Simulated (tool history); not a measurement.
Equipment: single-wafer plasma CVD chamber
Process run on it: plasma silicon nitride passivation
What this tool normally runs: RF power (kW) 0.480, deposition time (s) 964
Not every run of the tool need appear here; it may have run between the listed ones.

run	hour	RF power (kW)	deposition time (s)	read-back reference wafer on the same gauge, thickness_nm	mean film thickness on the monitor wafer (Å)
1	0.0	0.480	964	1610.071	14855.56
2	63.4	0.480	964	1609.287	14825.98
3	128.6	0.480	964	1609.423	14911.56
4	172.0	0.480	964	1610.469	14940.08
5	201.4	0.480	964	1610.717	14884.29
6	260.2	0.480	964	1609.514	14853.27
# hour 309.4: RF generator calibrated
7	325.3	0.480	1067	1609.287	16426.44
8	389.1	0.480	1067	1610.980	16457.83
# hour 544.1: gauge calibrated
9	589.6	0.480	1067	1610.122	16403.18
10	653.4	0.480	1044	1610.414	16111.88
11	708.6	0.480	1044	1609.405	16104.92
12	745.2	0.480	1044	1610.286	16152.21
13	786.8	0.480	1041	1610.940	16021.11
14	831.4	0.480	1153	1610.520	17734.30
15	990.0	0.535	881	1610.299	13893.67

The next listed run, before its measurement:
16	1019.8	0.480	964	?	?

Logged for run 16: read-back reference wafer on the same gauge, thickness_nm 1609.687, mean film thickness on the monitor wafer (Å) 14837.88.
Had the tool carried no hidden state, the very same run would have given mean film thickness on the monitor wafer (Å) 14837.88.

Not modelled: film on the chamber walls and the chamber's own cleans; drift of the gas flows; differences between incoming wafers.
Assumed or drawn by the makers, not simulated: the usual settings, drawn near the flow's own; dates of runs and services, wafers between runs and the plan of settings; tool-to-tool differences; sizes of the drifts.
